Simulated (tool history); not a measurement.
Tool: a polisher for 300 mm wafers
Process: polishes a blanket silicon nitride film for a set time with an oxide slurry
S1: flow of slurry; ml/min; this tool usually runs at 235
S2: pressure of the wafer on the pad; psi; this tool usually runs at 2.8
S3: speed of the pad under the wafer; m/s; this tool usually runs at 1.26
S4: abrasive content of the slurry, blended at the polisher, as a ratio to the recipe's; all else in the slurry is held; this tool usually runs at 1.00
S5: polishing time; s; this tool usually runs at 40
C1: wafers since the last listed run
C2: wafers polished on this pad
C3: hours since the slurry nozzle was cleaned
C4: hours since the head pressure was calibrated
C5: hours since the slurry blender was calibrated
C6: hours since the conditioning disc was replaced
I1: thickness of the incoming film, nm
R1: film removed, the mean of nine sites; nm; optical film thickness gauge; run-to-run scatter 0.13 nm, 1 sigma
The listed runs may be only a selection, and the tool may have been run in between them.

Run 1, hour 0.0: usual settings; C1 0; C2 1066; C3 237.0; C4 480.6; C5 103.3; C6 125.7; I1 263.4. Result: R1 19.2 nm.
Run 2, hour 111.0: usual settings but S2 2.5 psi; C1 910; C2 1976; C3 348.0; C4 591.6; C5 214.3; C6 236.7; I1 258.4. Result: R1 17.4 nm.
Run 3, hour 169.8: usual settings but S2 2.5 psi; C1 482; C2 2458; C3 406.8; C4 650.4; C5 273.1; C6 295.5; I1 259.7. Result: R1 17.3 nm.
At hour 223.0: head pressure recalibrated.
At hour 229.5: conditioning disc replaced and pad reconditioned.
Run 4, hour 237.4: usual settings; C1 521; C2 2979; C3 474.4; C4 14.4; C5 340.7; C6 7.9; I1 260.9. Result: R1 19.4 nm.
At hour 261.1: worn pad replaced by a new one.
Run 5, hour 289.1: usual settings but S1 290 ml/min, S3 1.06 m/s; C1 391; C2 229; C3 526.1; C4 66.1; C5 392.4; C6 59.6; I1 255.4. Result: R1 17.7 nm.
Run 6, hour 356.4: usual settings but S2 3.7 psi, S3 1.66 m/s, S5 30 s; C1 551; C2 781; C3 593.4; C4 133.4; C5 459.7; C6 126.9; I1 260.2. Result: R1 21.9 nm.
Run 7, hour 425.0: usual settings but S2 3.7 psi; C1 562; C2 1343; C3 662.0; C4 202.0; C5 528.3; C6 195.5; I1 262.4. Result: R1 23.8 nm.
At hour 456.6: slurry blender recalibrated.
Run 8, hour 469.9: usual settings but S5 48 s; C1 351; C2 1695; C3 706.9; C4 246.9; C5 13.3; C6 240.4; I1 262.9. Result: R1 23.4 nm.
Run 9, hour 496.7: usual settings; C1 219; C2 1915; C3 733.7; C4 273.7; C5 40.1; C6 267.2; I1 259.1. Result: R1 19.7 nm.
Run 10, hour 549.8: usual settings but S3 1.06 m/s, S4 0.80; C1 435; C2 2350; C3 786.8; C4 326.8; C5 93.2; C6 320.3; I1 262.3. Result: R1 14.7 nm.
At hour 577.2: conditioning disc replaced and pad reconditioned.
Run 11, hour 584.7: usual settings; C1 269; C2 2620; C3 821.7; C4 361.7; C5 128.1; C6 7.5; I1 260.4. Result: R1 19.3 nm.
At hour 623.6: worn pad replaced by a new one.
Run 12, hour 631.0: usual settings but S3 1.64 m/s, S4 1.25, S5 36 s; C1 346; C2 60; C3 868.0; C4 408.0; C5 174.4; C6 53.8; I1 257.2. Result: R1 23.4 nm.
At hour 656.0: slurry nozzle cleaned.
Run 13, hour 657.7: usual settings but S3 1.00 m/s; C1 210; C2 271; C3 1.7; C4 434.7; C5 201.1; C6 80.5; I1 258.8. Result: R1 16.4 nm.
Run 14, hour 696.7: usual settings; C1 319; C2 591; C3 40.7; C4 473.7; C5 240.1; C6 119.5; I1 259.5. Result: R1 19.0 nm.
Run 15, hour 743.2: usual settings but S3 1.06 m/s, S4 0.80; C1 381; C2 972; C3 87.2; C4 520.2; C5 286.6; C6 166.0; I1 259.4. Result: R1 14.4 nm.
Run 16, hour 808.3: usual settings; C1 533; C2 1506; C3 152.3; C4 585.3; C5 351.7; C6 231.1; I1 259.1. Result: R1 18.6 nm.
Run 17, hour 840.8: usual settings; C1 266; C2 1772; C3 184.8; C4 617.8; C5 384.2; C6 263.6; I1 261.5. Result: R1 18.6 nm.
Run 18, hour 910.1: usual settings but S1 185 ml/min, S5 28 s; C1 568; C2 2340; C3 254.1; C4 687.1; C5 453.5; C6 332.9; I1 263.1. Result: R1 12.5 nm.
At hour 936.2: conditioning disc replaced and pad reconditioned.
Run 19, hour 944.1: usual settings but S1 260 ml/min, S3 1.40 m/s, S4 1.30; C1 262; C2 2603; C3 288.1; C4 721.1; C5 487.5; C6 7.9; I1 260.3. Result: R1 23.1 nm.
Run 20, hour 988.5: usual settings but S1 270 ml/min, S5 35 s; C1 364; C2 2967; C3 332.5; C4 765.5; C5 531.9; C6 52.3; I1 262.0. Result: R1 16.1 nm.
At hour 1009.5: head pressure recalibrated.
At hour 1017.5: slurry blender recalibrated.
Run 21, hour 1017.8: usual settings but S3 1.42 m/s, S4 0.90, S5 31 s; C1 207; C2 3174; C3 361.8; C4 8.3; C5 0.3; C6 81.6; I1 258.7. Result: R1 15.6 nm.
Run 22, hour 1042.4: usual settings but S3 0.94 m/s; C1 201; C2 3376; C3 386.4; C4 32.9; C5 24.9; C6 106.2; I1 260.1. Result: R1 16.2 nm.
At hour 1048.1: worn pad replaced by a new one.
Run 23, hour 1086.3: usual settings; C1 327; C2 313; C3 430.3; C4 76.8; C5 68.8; C6 150.1; I1 259.1. Result: R1 19.5 nm.
Run 24, hour 1115.7: usual settings but S4 1.15; C1 241; C2 554; C3 459.7; C4 106.2; C5 98.2; C6 179.5; I1 256.2. Result: R1 21.1 nm.

Branching from run 24: 5 alternative next runs. What would each branch give?
Run A, hour 1116.1: usual settings; C1 3; C2 557; C3 460.1; C4 106.6; C5 98.6; C6 179.9; I1 259.5. Result: R1 ?.
Run B, hour 1116.1: usual settings but S2 2.4 psi; C1 3; C2 557; C3 460.1; C4 106.6; C5 98.6; C6 179.9; I1 259.5. Result: R1 ?.
Run C, hour 1116.1: usual settings but S4 0.75, S5 26 s; C1 3; C2 557; C3 460.1; C4 106.6; C5 98.6; C6 179.9; I1 259.5. Result: R1 ?.
Run D, hour 1116.1: usual settings but S4 0.75; C1 3; C2 557; C3 460.1; C4 106.6; C5 98.6; C6 179.9; I1 259.5. Result: R1 ?.
Run E, hour 1116.1: usual settings but S2 3.8 psi; C1 3; C2 557; C3 460.1; C4 106.6; C5 98.6; C6 179.9; I1 259.5. Result: R1 ?.

run    R1
  A  19.3
  B  17.0
  C  10.2
  D  15.7
  E  25.0
What these runs would have given with no unlogged condition in the tool:
run    R1
  A  19.7
  B  17.3
  C  10.5
  D  16.1
  E  25.5
